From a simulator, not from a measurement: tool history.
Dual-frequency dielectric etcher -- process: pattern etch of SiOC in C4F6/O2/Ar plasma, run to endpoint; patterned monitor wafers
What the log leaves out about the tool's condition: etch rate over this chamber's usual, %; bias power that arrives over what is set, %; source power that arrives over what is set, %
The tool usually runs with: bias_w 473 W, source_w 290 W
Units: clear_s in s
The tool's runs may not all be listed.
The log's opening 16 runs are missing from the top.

run     day  bias_w  source_w  wafers since the last listed run  hours since the last wet clean  hours since the last bias power generator calibration  hours since the last source power generator calibration  hours since the last upper electrode change  incoming incoming film thickness, nm  clear_s
 17  48.392     411       350                              2711                           333.1                                                    469                                                    364.9                                        579.4                                  41.4     15.3
 18  49.392     546       350                               432                           357.1                                                    493                                                    388.9                                        603.4                                 41.48     13.4
 19  51.746     473       290                              1017                           413.6                                                  549.5                                                    445.4                                        659.9                                 40.84     15.3
 20  53.979     473       290                               965                           467.2                                                  603.1                                                      499                                        713.5                                 41.07     15.5
 21  56.054     416       310                               896                             517                                                  652.9                                                    548.8                                        763.3                                 41.53     16.3
 22  57.317     538       260                               545                           547.3                                                  683.2                                                    579.1                                        793.6                                 41.13     15.4
     60.142  -- wet clean of the chamber
 23  60.162     402       310                               797                             0.5                                                  751.5                                                    647.4                                        861.9                                 40.75     15.6
 24   61.55     473       290                               599                            33.8                                                  784.8                                                    680.7                                        895.2                                 41.36       15
 25   63.35     514       320                               777                              77                                                    828                                                    723.9                                        938.4                                 41.04     13.7
 26  65.904     434       310                              1103                           138.3                                                  889.3                                                    785.2                                        999.7                                 41.27     15.3
 27  66.912     387       350                               435                           162.5                                                  913.5                                                    809.4                                       1023.9                                 41.25     15.4
 28   70.25     547       340                              1442                           242.6                                                  993.6                                                    889.5                                         1104                                  41.3     13.3
 29  72.912     534       330                              1150                           306.5                                                 1057.5                                                    953.4                                       1167.9                                 40.89     13.5
 30  74.925     473       230                               869                           354.8                                                 1105.8                                                   1001.7                                       1216.2                                 40.92     16.7
 31  75.933     576       290                               435                             379                                                   1130                                                   1025.9                                       1240.4                                  41.3     13.9
 32  77.117     473       270                               511                           407.4                                                 1158.4                                                   1054.3                                       1268.8                                 41.06     15.7
 33  79.429     379       330                               999                           462.9                                                 1213.9                                                   1109.8                                       1324.3                                 41.31     16.4

Branching from run 33: 3 alternative next runs. What would each branch give?
  A  79.446     473       290                                 7                           463.3                                                 1214.3                                                   1110.2                                       1324.7                                 40.42        ?
  B  79.446     383       270                                 7                           463.3                                                 1214.3                                                   1110.2                                       1324.7                                 40.42        ?
  C  79.446     579       290                                 7                           463.3                                                 1214.3                                                   1110.2                                       1324.7                                 40.42        ?

run  clear_s
  A       15
  B     17.3
  C     13.6
Had the tool no hidden state, the same runs would have come out as:
run  clear_s
  A     14.8
  B       17
  C     13.4
